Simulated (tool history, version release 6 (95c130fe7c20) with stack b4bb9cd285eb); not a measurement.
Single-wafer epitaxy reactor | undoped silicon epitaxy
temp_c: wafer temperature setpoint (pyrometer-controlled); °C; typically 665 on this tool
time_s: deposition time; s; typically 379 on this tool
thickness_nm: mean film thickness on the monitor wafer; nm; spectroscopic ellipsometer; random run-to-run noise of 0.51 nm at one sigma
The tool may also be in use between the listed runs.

run,hour,temp_c,time_s,"read-back reference wafer on the same gauge, thickness_nm",thickness_nm
1,0,675,379,111.933,125.88
2,62.7,675,379,111.983,125.386
3,92.9,658,342,111.972,78.253
4,132.9,658,342,111.979,78.635
5,171.6,658,342,112.066,78.227
6,205.2,665,379,111.99,100.535
7,247.8,665,379,111.946,100.854
8,273.2,665,379,111.987,101.277
9,308.3,677,341,111.963,117.182
10,357.5,665,379,111.974,101.301
# hour 387.1: pyrometer calibrated
11,428.7,658,425,111.86,97.637
12,553.4,653,379,111.833,78.245
# hour 572.3: gauge calibrated
13,579.8,665,427,112.09,113.901
14,647.4,658,448,111.909,102.446
15,687,671,447,111.98,135.198
16,728,665,379,112.092,102.279

What the log doesn't show, run by run:
wafer temperature above the value expected at the setpoint (K): 0 at every run
gauge reads high (%): 0 at every run

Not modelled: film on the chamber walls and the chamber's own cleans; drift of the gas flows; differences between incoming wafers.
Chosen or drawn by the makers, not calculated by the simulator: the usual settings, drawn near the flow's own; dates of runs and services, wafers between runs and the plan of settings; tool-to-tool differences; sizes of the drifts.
